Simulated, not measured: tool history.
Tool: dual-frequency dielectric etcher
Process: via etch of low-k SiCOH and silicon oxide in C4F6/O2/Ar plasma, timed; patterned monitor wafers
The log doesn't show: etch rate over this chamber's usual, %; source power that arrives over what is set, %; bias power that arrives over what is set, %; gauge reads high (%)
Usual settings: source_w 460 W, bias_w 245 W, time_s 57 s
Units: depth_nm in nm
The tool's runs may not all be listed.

run	day	source_w	bias_w	time_s	wafers since the last listed run	hours since the last wet clean	hours since the last source power generator calibration	hours since the last bias power generator calibration	hours since the last upper electrode change	hours since the gauge calibration	read-back reference wafer on the same gauge, depth_nm	depth_nm
1	0	460	245	57	0	389.9	4021.3	1738.5	1873	94.1	212	186.1
2	0.671	460	245	57	136	406	4037.4	1754.6	1889.1	110.2	212	185.5
3	0.975	460	245	57	61	413.3	4044.7	1761.9	1896.4	117.5	211.9	185
4	1.3	460	245	57	66	421.1	4052.5	1769.7	1904.2	125.3	211.9	186.2
5	1.912	460	245	57	124	435.8	4067.2	1784.4	1918.9	140	212.1	185
6	2.417	460	245	51	102	447.9	4079.3	1796.5	1931	152.1	212.1	165.4
7	2.933	460	245	57	105	460.3	4091.7	1808.9	1943.4	164.5	212	185.1
8	3.258	460	245	57	66	468.1	4099.5	1816.7	1951.2	172.3	211.9	185
9	3.592	460	245	57	67	476.1	4107.5	1824.7	1959.2	180.3	211.9	185.2
10	4.333	460	245	57	150	493.9	4125.3	1842.5	1977	198.1	212.2	185.9
11	4.846	460	245	57	104	506.2	4137.6	1854.8	1989.3	210.4	212	183.8
# day 5.708: bias power generator calibrated
# day 6.154: gauge calibrated
12	6.533	460	245	57	309	546.7	4178.1	19.8	2029.8	9.1	212	182.6
# day 7.75: wet clean of the chamber
13	7.771	460	245	57	48	0.5	4207.8	49.5	2059.5	38.8	212	179
14	7.788	460	245	57	3	0.9	4208.2	49.9	2059.9	39.2	212	177.9
15	7.8	460	245	57	2	1.2	4208.5	50.2	2060.2	39.5	212	177.9
16	7.812	560	245	57	2	1.5	4208.8	50.5	2060.5	39.8	212	200.7
17	8.112	460	245	57	61	8.7	4216	57.7	2067.7	47	212	177.8
18	8.592	420	285	68	97	20.2	4227.5	69.2	2079.2	58.5	212	207.5
# day 9.921: upper electrode replaced
19	9.942	400	286	57	71	52.6	4259.9	101.6	0.5	90.9	212	168
20	9.954	350	195	46	2	52.9	4260.2	101.9	0.8	91.2	212	113.3
# day 10.517: source power generator calibrated
# day 11.8: wet clean of the chamber, repeated, since the last time left the tool worse
21	11.821	460	245	57	142	0.5	31.3	146.7	45.6	136	211.9	188.1
22	11.838	460	245	57	3	0.9	31.7	147.1	46	136.4	212	188.2
23	12.133	360	209	71.5	60	8	38.8	154.2	53.1	143.5	211.9	194.3
24	12.425	460	245	57	59	15	45.8	161.2	60.1	150.5	211.9	188
25	13.129	460	274	71	143	31.9	62.7	178.1	77	167.4	212	239.6
26	13.821	460	245	57	140	48.5	79.3	194.7	93.6	184	212.2	188.1
27	14.125	460	245	69	61	55.8	86.6	202	100.9	191.3	212.1	227.7
28	14.621	510	227	57	100	67.7	98.5	213.9	112.8	203.2	212	196.7
29	15.188	460	245	65	115	81.3	112.1	227.5	126.4	216.8	211.9	214.4
30	15.712	390	277	68.5	106	93.9	124.7	240.1	139	229.4	212	208.5
31	16.392	530	292	45	138	110.2	141	256.4	155.3	245.7	212	168.4

The same runs without the tool's hidden state, with the same run-to-run variation:
run	depth_nm
1	189.5
2	189
3	188.6
4	189.9
5	188.9
6	168.9
7	189.2
8	189.2
9	189.5
10	190.4
11	188.3
12	187.5
13	189.9
14	188.6
15	188.7
16	212.9
17	188.6
18	220.3
19	178.7
20	120.5
21	188.5
22	188.6
23	194.8
24	188.5
25	240.5
26	189
27	228.8
28	197.8
29	215.8
30	210
31	169.7
